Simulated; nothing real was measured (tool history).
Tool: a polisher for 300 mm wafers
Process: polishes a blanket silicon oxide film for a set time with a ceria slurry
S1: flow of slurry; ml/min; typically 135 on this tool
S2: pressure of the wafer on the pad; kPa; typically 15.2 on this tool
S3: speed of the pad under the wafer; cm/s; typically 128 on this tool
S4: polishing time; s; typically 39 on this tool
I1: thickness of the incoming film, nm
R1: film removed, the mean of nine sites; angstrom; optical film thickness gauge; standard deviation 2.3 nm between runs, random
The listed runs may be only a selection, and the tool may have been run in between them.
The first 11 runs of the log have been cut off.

Run 12, hour 506.1: usual settings; I1 1113. Result: R1 1877 angstrom.
Run 13, hour 563.1: usual settings but S3 142 cm/s; I1 1127.3. Result: R1 2063 angstrom.
At hour 579: head pressure recalibrated.
Run 14, hour 601.4: usual settings but S1 100 ml/min, S3 118 cm/s; I1 1120.4. Result: R1 1624 angstrom.
At hour 662.5: worn pad replaced by a new one.
Run 15, hour 663: usual settings; I1 1120.1. Result: R1 1874 angstrom.
Run 16, hour 731.7: usual settings but S1 175 ml/min, S2 17.9 kPa, S3 160 cm/s; I1 1123. Result: R1 2764 angstrom.
Run 17, hour 942.3: usual settings but S1 115 ml/min, S3 98 cm/s, S4 32 s; I1 1128. Result: R1 1140 angstrom.
Run 18, hour 970.5: usual settings but S4 25 s; I1 1129.4. Result: R1 1131 angstrom.
At hour 999.6: slurry nozzle cleaned.
Run 19, hour 1016.7: usual settings but S2 11.7 kPa, S3 148 cm/s; I1 1129.2. Result: R1 1779 angstrom.
At hour 1054.1: head pressure recalibrated.
Run 20, hour 1065.1: usual settings but S1 175 ml/min; I1 1110.2. Result: R1 1967 angstrom.
Run 21, hour 1094.8: usual settings; I1 1132.1. Result: R1 1872 angstrom.
Run 22, hour 1152.7: usual settings; I1 1126.8. Result: R1 1893 angstrom.
At hour 1165.6: worn pad replaced by a new one.
Run 23, hour 1222.7: usual settings but S4 25 s; I1 1122.6. Result: R1 1176 angstrom.
Run 24, hour 1252: usual settings but S3 88 cm/s, S4 28 s; I1 1132.5. Result: R1 978 angstrom.
Run 25, hour 1309.3: usual settings; I1 1138.9. Result: R1 1833 angstrom.
Run 26, hour 1345.7: usual settings but S3 96 cm/s, S4 31 s; I1 1140.9. Result: R1 1135 angstrom.
Run 27, hour 1397.6: usual settings but S1 100 ml/min, S3 96 cm/s; I1 1134.8. Result: R1 1314 angstrom.
Run 28, hour 1424.5: usual settings but S3 146 cm/s, S4 28 s; I1 1136.5. Result: R1 1469 angstrom.
At hour 1476.9: head pressure recalibrated.
Run 29, hour 1491.9: usual settings but S1 110 ml/min, S2 17.9 kPa, S3 154 cm/s; I1 1138.6. Result: R1 2306 angstrom.
At hour 1515.5: slurry nozzle cleaned.
Run 30, hour 1561.3: usual settings but S1 100 ml/min; I1 1118.9. Result: R1 1790 angstrom.
Run 31, hour 1632.1: usual settings but S2 10.3 kPa, S3 162 cm/s; I1 1111.2. Result: R1 1769 angstrom.

What will run 32 give?
At hour 1662.7: worn pad replaced by a new one.
Run 32, hour 1684.9: usual settings; I1 1116.1. Result: R1 ?.

{"run 32": {"R1": 1929}}
The same run, on a tool lacking any hidden state, would have yielded R1 1966 angstrom.

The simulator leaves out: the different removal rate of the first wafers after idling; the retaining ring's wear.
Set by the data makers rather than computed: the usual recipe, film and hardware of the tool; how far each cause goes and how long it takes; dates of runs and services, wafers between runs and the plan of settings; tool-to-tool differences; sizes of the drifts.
